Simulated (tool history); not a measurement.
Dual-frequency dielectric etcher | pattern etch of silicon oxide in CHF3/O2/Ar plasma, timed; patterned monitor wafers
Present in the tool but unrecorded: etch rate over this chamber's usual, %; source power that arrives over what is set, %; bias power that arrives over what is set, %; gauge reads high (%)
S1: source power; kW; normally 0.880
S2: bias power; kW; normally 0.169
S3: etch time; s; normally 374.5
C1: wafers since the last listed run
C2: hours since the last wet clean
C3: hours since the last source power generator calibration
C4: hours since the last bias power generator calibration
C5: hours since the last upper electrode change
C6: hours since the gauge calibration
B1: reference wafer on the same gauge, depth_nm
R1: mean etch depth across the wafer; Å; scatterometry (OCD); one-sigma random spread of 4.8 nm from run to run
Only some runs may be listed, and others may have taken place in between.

run,hour,S1,S2,S3,C1,C2,C3,C4,C5,C6,B1,R1
1,0.0,0.880,0.154,374.5,0,205.3,3952.6,3282.9,5050.1,351.4,843.1,8895
2,17.1,0.880,0.169,374.5,90,222.4,3969.7,3300.0,5067.2,368.5,843.3,9052
3,29.9,0.880,0.169,374.5,67,235.2,3982.5,3312.8,5080.0,381.3,843.9,8999
4,43.6,0.880,0.169,374.5,72,248.9,3996.2,3326.5,5093.7,395.0,842.9,8974
5,52.6,0.880,0.142,374.5,47,257.9,4005.2,3335.5,5102.7,404.0,843.1,8573
6,62.1,0.880,0.142,374.5,50,267.4,4014.7,3345.0,5112.2,413.5,844.5,8620
# hour 73.5: bias power generator calibrated
7,74.7,0.880,0.169,374.5,45,280.0,4027.3,1.2,5124.8,426.1,844.3,9032
8,87.8,0.880,0.169,374.5,69,293.1,4040.4,14.3,5137.9,439.2,844.0,9038
9,95.2,0.990,0.169,374.5,39,300.5,4047.8,21.7,5145.3,446.6,843.8,9550
10,104.3,0.880,0.169,339.5,48,309.6,4056.9,30.8,5154.4,455.7,844.7,8228
11,118.2,0.880,0.169,339.5,73,323.5,4070.8,44.7,5168.3,469.6,844.1,8211
# hour 123.5: gauge calibrated
12,131.4,0.880,0.169,441.0,70,336.7,4084.0,57.9,5181.5,7.9,843.4,10718
13,142.7,0.710,0.169,374.5,59,348.0,4095.3,69.2,5192.8,19.2,844.1,8359
14,157.3,0.800,0.193,283.0,77,362.6,4109.9,83.8,5207.4,33.8,844.0,6917
15,168.5,0.880,0.185,374.5,59,373.8,4121.1,95.0,5218.6,45.0,843.9,9409
16,184.5,0.880,0.186,459.5,84,389.8,4137.1,111.0,5234.6,61.0,844.1,11396
17,203.2,0.880,0.169,417.5,99,408.5,4155.8,129.7,5253.3,79.7,844.3,10179
18,213.1,0.880,0.169,374.5,52,418.4,4165.7,139.6,5263.2,89.6,843.3,8958
19,221.7,0.880,0.169,374.5,45,427.0,4174.3,148.2,5271.8,98.2,844.3,9094
# hour 254.5: upper electrode replaced
# hour 262.2: wet clean of the chamber
20,262.7,1.040,0.154,319.5,49,0.5,4215.3,189.2,8.2,139.2,843.6,7892
21,263.1,0.960,0.135,486.5,2,0.9,4215.7,189.6,8.6,139.6,844.6,11250
# hour 271.2: source power generator calibrated
22,272.8,1.040,0.206,374.5,30,10.6,1.6,199.3,18.3,149.3,844.3,10271
23,284.0,0.880,0.169,374.5,59,21.8,12.8,210.5,29.5,160.5,843.4,9037
24,295.9,0.660,0.192,421.0,63,33.7,24.7,222.4,41.4,172.4,843.8,9548
25,304.1,0.880,0.169,374.5,43,41.9,32.9,230.6,49.6,180.6,844.3,9066
26,319.4,0.880,0.169,374.5,81,57.2,48.2,245.9,64.9,195.9,843.9,9059
27,329.6,0.880,0.169,374.5,54,67.4,58.4,256.1,75.1,206.1,843.8,9145
28,354.9,0.700,0.151,476.0,134,92.7,83.7,281.4,100.4,231.4,843.2,10114
29,364.5,0.880,0.184,374.5,50,102.3,93.3,291.0,110.0,241.0,844.8,9343
30,403.7,0.880,0.193,374.5,207,141.5,132.5,330.2,149.2,280.2,844.8,9477

Consider 4 possible next runs. They are alternatives, not a sequence: every one starts from the tool as it was left by run 30. What does each give?
A,404.2,0.790,0.169,374.5,2,142.0,133.0,330.7,149.7,280.7,?,?
B,404.2,0.690,0.145,455.5,2,142.0,133.0,330.7,149.7,280.7,?,?
C,404.2,0.730,0.137,425.0,2,142.0,133.0,330.7,149.7,280.7,?,?
D,404.2,0.800,0.135,279.0,2,142.0,133.0,330.7,149.7,280.7,?,?

run,B1,R1
A,843.3,8720
B,843.3,9591
C,843.3,8969
D,843.3,6063
Without the tool's unlogged condition, the same runs would have read:
run,R1
A,8720
B,9591
C,8969
D,6063
